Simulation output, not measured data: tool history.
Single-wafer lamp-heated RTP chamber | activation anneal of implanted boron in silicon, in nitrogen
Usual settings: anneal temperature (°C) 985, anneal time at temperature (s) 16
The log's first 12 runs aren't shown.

run    hour  anneal temperature (°C)  anneal time at temperature (s)  read-back reference wafer on the same gauge, sheet resistance  sheet resistance of the implanted and annealed layer (ohm/square)
 13   986.7                     1002                              22                                                         164.09                                                             178.62
 14  1038.4                     1005                               9                                                         163.94                                                             179.83
 15  1086.6                      985                              16                                                         164.03                                                             183.52
 16  1141.4                      985                              16                                                         163.95                                                             182.78
 17  1210.6                      973                              22                                                          163.9                                                             185.91
 18  1268.3                      977                               9                                                         163.94                                                             187.24
     1343.6  -- pyrometer window cleaned and pyrometer calibrated
 19  1344.1                      997                              25                                                         164.07                                                             179.68
 20  1393.9                      957                              20                                                         164.07                                                             207.36
     1407.4  -- reflector plate cleaned
 21  1464.8                      962                              16                                                         163.93                                                              204.3
 22  1502.2                     1009                               9                                                         163.97                                                             179.63
 23  1570.6                     1003                              24                                                         164.09                                                             179.67
 24  1675.5                     1003                              24                                                         164.01                                                             178.74
 25  1771.6                      996                              21                                                         164.23                                                             180.71
 26  1841.1                      967                              23                                                         164.01                                                             192.08
 27  1882.4                      966                              16                                                         163.97                                                              195.3
     1981.3  -- pyrometer window cleaned and pyrometer calibrated
 28  1981.8                     1008                              16                                                         164.12                                                             179.15
     2047.6  -- reflector plate cleaned
 29  2074.9                     1014                               8                                                          163.9                                                                180
 30  2143.4                      993                              21                                                         164.03                                                             181.84
 31  2223.5                      965                              16                                                         164.05                                                             199.49
 32  2283.5                      997                              10                                                         163.98                                                             181.41
 33  2368.2                      985                              22                                                         163.96                                                             182.74
 34  2414.8                      963                              13                                                         163.99                                                             201.48
 35  2458.9                      985                              16                                                         164.09                                                             183.95

Forecast each of these 5 alternatives for the next run:
  A  2459.3                      975                              16                                                              ?                                                                  ?
  B  2459.3                      993                              24                                                              ?                                                                  ?
  C  2459.3                      969                               8                                                              ?                                                                  ?
  D  2459.3                      972                              12                                                              ?                                                                  ?
  E  2459.3                     1005                              22                                                              ?                                                                  ?

run  read-back reference wafer on the same gauge, sheet resistance  sheet resistance of the implanted and annealed layer (ohm/square)
  A                                                         164.19                                                             188.04
  B                                                         164.19                                                              179.3
  C                                                         164.19                                                             196.57
  D                                                         164.19                                                             191.69
  E                                                         164.19                                                             177.37
Without the tool's hidden state the same runs would have given:
run  sheet resistance of the implanted and annealed layer (ohm/square)
  A                                                             190.38
  B                                                             180.16
  C                                                             200.22
  D                                                              194.6
  E                                                             177.83
